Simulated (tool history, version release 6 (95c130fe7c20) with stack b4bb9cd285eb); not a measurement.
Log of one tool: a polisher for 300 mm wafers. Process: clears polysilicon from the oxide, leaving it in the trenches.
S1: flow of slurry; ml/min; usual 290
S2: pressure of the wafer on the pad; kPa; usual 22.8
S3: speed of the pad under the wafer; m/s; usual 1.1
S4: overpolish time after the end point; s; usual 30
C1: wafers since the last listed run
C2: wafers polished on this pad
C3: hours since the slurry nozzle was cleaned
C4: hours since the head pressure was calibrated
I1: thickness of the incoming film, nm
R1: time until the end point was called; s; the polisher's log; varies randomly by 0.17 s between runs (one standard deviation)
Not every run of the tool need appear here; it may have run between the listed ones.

Run 1, hour 0: usual settings but S1 340 ml/min; C1 0; C2 865; C3 214.4; C4 767.4; I1 442.3. Result: R1 20.9 s.
Run 2, hour 26.6: usual settings but S1 340 ml/min; C1 430; C2 1296; C3 241; C4 794; I1 432.5. Result: R1 20.7 s.
Run 3, hour 53: usual settings but S1 340 ml/min; C1 427; C2 1723; C3 267.4; C4 820.4; I1 443.3. Result: R1 21.1 s.
At hour 85.8: slurry nozzle cleaned.
Run 4, hour 86.2: usual settings; C1 521; C2 2244; C3 0.4; C4 853.6; I1 433. Result: R1 21.1 s.
Run 5, hour 119.1: usual settings; C1 532; C2 2777; C3 33.3; C4 886.5; I1 432.8. Result: R1 20.9 s.
At hour 145.8: worn pad replaced by a new one.
Run 6, hour 146.3: usual settings; C1 375; C2 8; C3 60.5; C4 913.7; I1 435.8. Result: R1 21.3 s.
Run 7, hour 179: usual settings; C1 529; C2 537; C3 93.2; C4 946.4; I1 439.4. Result: R1 21.1 s.
Run 8, hour 213.2: usual settings; C1 553; C2 1091; C3 127.4; C4 980.6; I1 443.3. Result: R1 21.2 s.
Run 9, hour 241.1: usual settings but S1 215 ml/min, S3 1.4 m/s; C1 451; C2 1542; C3 155.3; C4 1008.5; I1 438.9. Result: R1 18.2 s.
Run 10, hour 275.4: usual settings; C1 555; C2 2097; C3 189.6; C4 1042.8; I1 441.4. Result: R1 21.6 s.
Run 11, hour 292.6: usual settings; C1 278; C2 2376; C3 206.8; C4 1060; I1 441.7. Result: R1 21.4 s.
Run 12, hour 307.3: usual settings but S1 270 ml/min, S3 0.86 m/s; C1 237; C2 2614; C3 221.5; C4 1074.7; I1 447.1. Result: R1 26 s.
At hour 343.4: worn pad replaced by a new one.
Run 13, hour 343.9: usual settings but S1 270 ml/min, S3 0.86 m/s; C1 527; C2 7; C3 258.1; C4 1111.3; I1 442.4. Result: R1 25.9 s.
Run 14, hour 358.8: usual settings; C1 241; C2 248; C3 273; C4 1126.2; I1 439.1. Result: R1 21.4 s.
Run 15, hour 392.9: usual settings; C1 551; C2 800; C3 307.1; C4 1160.3; I1 445.9. Result: R1 21.6 s.
Run 16, hour 421.5: usual settings; C1 462; C2 1263; C3 335.7; C4 1188.9; I1 439.2. Result: R1 20.9 s.
At hour 427.4: slurry nozzle cleaned.
Run 17, hour 442: usual settings but S2 27.6 kPa; C1 315; C2 1579; C3 14.6; C4 1209.4; I1 446. Result: R1 17.9 s.
Run 18, hour 466.7: usual settings but S1 385 ml/min, S2 19.3 kPa, S3 1.32 m/s, S4 35 s; C1 399; C2 1978; C3 39.3; C4 1234.1; I1 448.5. Result: R1 21.9 s.
At hour 502.8: worn pad replaced by a new one.
Run 19, hour 503.3: usual settings; C1 527; C2 7; C3 75.9; C4 1270.7; I1 433.2. Result: R1 21 s.
Run 20, hour 527.5: usual settings but S1 355 ml/min, S3 1.32 m/s, S4 35 s; C1 391; C2 399; C3 100.1; C4 1294.9; I1 433.6. Result: R1 17.9 s.
Run 21, hour 557: usual settings but S2 15.2 kPa, S3 0.94 m/s, S4 43 s; C1 477; C2 877; C3 129.6; C4 1324.4; I1 440.1. Result: R1 35.4 s.
At hour 588.7: head pressure recalibrated.
Run 22, hour 590.4: usual settings but S1 315 ml/min, S3 0.76 m/s; C1 508; C2 1385; C3 163; C4 1.7; I1 443.4. Result: R1 28.1 s.
Run 23, hour 612.5: usual settings but S1 355 ml/min, S3 1.32 m/s, S4 35 s; C1 357; C2 1742; C3 185.1; C4 23.8; I1 432.3. Result: R1 18.2 s.
Run 24, hour 627.9: usual settings; C1 249; C2 1992; C3 200.5; C4 39.2; I1 444.4. Result: R1 21.7 s.
Run 25, hour 648.5: usual settings but S4 24 s; C1 333; C2 2325; C3 221.1; C4 59.8; I1 446.8. Result: R1 21.6 s.
Run 26, hour 670.2: usual settings; C1 351; C2 2676; C3 242.8; C4 81.5; I1 446.6. Result: R1 21.7 s.
Run 27, hour 686.1: usual settings but S1 230 ml/min, S2 24.8 kPa, S3 1.32 m/s, S4 43 s; C1 257; C2 2934; C3 258.7; C4 97.4; I1 438. Result: R1 17.5 s.
At hour 693.1: worn pad replaced by a new one.
Run 28, hour 715.2: usual settings; C1 406; C2 358; C3 287.8; C4 126.5; I1 441.1. Result: R1 21.4 s.
At hour 727.4: slurry nozzle cleaned.
Run 29, hour 747.2: usual settings but S3 0.94 m/s; C1 501; C2 859; C3 19.8; C4 158.5; I1 441. Result: R1 24.3 s.
Run 30, hour 779.4: usual settings but S2 19.3 kPa; C1 521; C2 1381; C3 52; C4 190.7; I1 441.6. Result: R1 25.4 s.
Run 31, hour 801.9: usual settings; C1 364; C2 1745; C3 74.5; C4 213.2; I1 436.8. Result: R1 21.2 s.
Run 32, hour 830.6: usual settings but S1 205 ml/min, S3 0.8 m/s, S4 46 s; C1 464; C2 2209; C3 103.2; C4 241.9; I1 444.7. Result: R1 28.6 s.
Run 33, hour 846.9: usual settings but S2 17.9 kPa, S3 1 m/s; C1 263; C2 2473; C3 119.5; C4 258.2; I1 437.3. Result: R1 28.9 s.
At hour 858.9: worn pad replaced by a new one.
Run 34, hour 877.5: usual settings; C1 430; C2 300; C3 150.1; C4 288.8; I1 436.2. Result: R1 21 s.

Each row is a separate what-if for the run after 34, all from the same tool condition, not one after another. Results?
Run A, hour 877.9: usual settings; C1 6; C2 307; C3 150.5; C4 289.2; I1 445.5. Result: R1 ?.
Run B, hour 877.9: usual settings but S1 220 ml/min; C1 6; C2 307; C3 150.5; C4 289.2; I1 445.5. Result: R1 ?.
Run C, hour 877.9: usual settings but S1 220 ml/min, S2 18.6 kPa, S3 1.42 m/s; C1 6; C2 307; C3 150.5; C4 289.2; I1 445.5. Result: R1 ?.

run    R1
  A  21.6
  B  22.4
  C  22.3
Stripped of hidden state, with their random variation kept, the same runs would have yielded:
run    R1
  A  21.6
  B  22.4
  C  22.3
